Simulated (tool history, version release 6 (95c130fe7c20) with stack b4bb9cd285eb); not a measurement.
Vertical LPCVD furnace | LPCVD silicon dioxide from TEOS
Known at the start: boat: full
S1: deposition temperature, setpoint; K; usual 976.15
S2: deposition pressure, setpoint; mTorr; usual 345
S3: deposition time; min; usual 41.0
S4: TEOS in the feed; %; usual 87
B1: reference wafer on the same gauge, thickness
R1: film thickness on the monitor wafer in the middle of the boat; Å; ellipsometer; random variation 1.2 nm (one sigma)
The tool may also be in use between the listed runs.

run 1 hour=0.0 | S1=976.15 S2=345 S3=46.0 S4=93 | B1=429.91 | R1=4624.8
run 2 hour=35.2 | S1=976.15 S2=345 S3=46.0 S4=93 | B1=429.65 | R1=4621.4
run 3 hour=51.2 | S1=976.15 S2=345 S3=41.0 S4=87 | B1=429.39 | R1=3987.3
run 4 hour=70.6 | S1=976.15 S2=345 S3=41.0 S4=87 | B1=429.51 | R1=4002.5
run 5 hour=103.2 | S1=976.15 S2=345 S3=41.0 S4=87 | B1=429.11 | R1=3995.5
run 6 hour=132.5 | S1=976.15 S2=345 S3=41.0 S4=87 | B1=428.77 | R1=3987.7
run 7 hour=152.4 | S1=976.15 S2=345 S3=41.0 S4=87 | B1=428.47 | R1=3998.7
run 8 hour=236.6 | S1=976.15 S2=345 S3=35.5 S4=87 | B1=427.60 | R1=3446.6
run 9 hour=267.5 | S1=976.15 S2=345 S3=41.0 S4=87 | B1=427.12 | R1=3952.7
run 10 hour=287.8 | S1=976.15 S2=345 S3=41.0 S4=87 | B1=427.17 | R1=3977.8
run 11 hour=310.7 | S1=980.15 S2=345 S3=55.0 S4=79 | B1=426.42 | R1=5521.6
run 12 hour=343.1 | S1=976.15 S2=305 S3=55.0 S4=79 | B1=426.20 | R1=4767.5
run 13 hour=368.0 | S1=976.15 S2=345 S3=41.0 S4=87 | B1=425.92 | R1=3978.6
run 14 hour=456.0 | S1=976.15 S2=315 S3=41.0 S4=87 | B1=430.42 | R1=3825.6
run 15 hour=482.1 | S1=970.15 S2=430 S3=41.0 S4=87 | B1=430.54 | R1=3877.8
run 16 hour=502.6 | S1=976.15 S2=345 S3=41.0 S4=87 | B1=430.55 | R1=4007.0
run 17 hour=537.2 | S1=976.15 S2=315 S3=41.0 S4=87 | B1=430.31 | R1=3836.8
run 18 hour=564.7 | S1=987.15 S2=430 S3=57.0 S4=74 | B1=430.10 | R1=7379.2
run 19 hour=597.4 | S1=988.15 S2=345 S3=35.0 S4=87 | B1=430.04 | R1=4490.6
run 20 hour=617.4 | S1=986.15 S2=415 S3=34.5 S4=97 | B1=430.01 | R1=4897.5
run 21 hour=631.9 | S1=976.15 S2=345 S3=41.0 S4=87 | B1=429.85 | R1=4011.3

Taken out of this log: 4 entries between the listed runs. Where each belongs, and how the hidden state differs across it:
Between runs 7 and 8: TEOS flow controller replaced (hour 200.3); thermocouples replaced and temperature profile calibrated (hour 215.4)
  gauge reads high (%): -0.57 -> -0.787
  measured less the result without the state, R1: -22.9 -> -27.4 Å
Between runs 13 and 14: gauge calibrated (hour 397.1); pressure gauge zeroed (hour 400.6)
  gauge reads high (%): -1.2 -> -0.101
  measured less the result without the state, R1: -48.4 -> -3.9 Å

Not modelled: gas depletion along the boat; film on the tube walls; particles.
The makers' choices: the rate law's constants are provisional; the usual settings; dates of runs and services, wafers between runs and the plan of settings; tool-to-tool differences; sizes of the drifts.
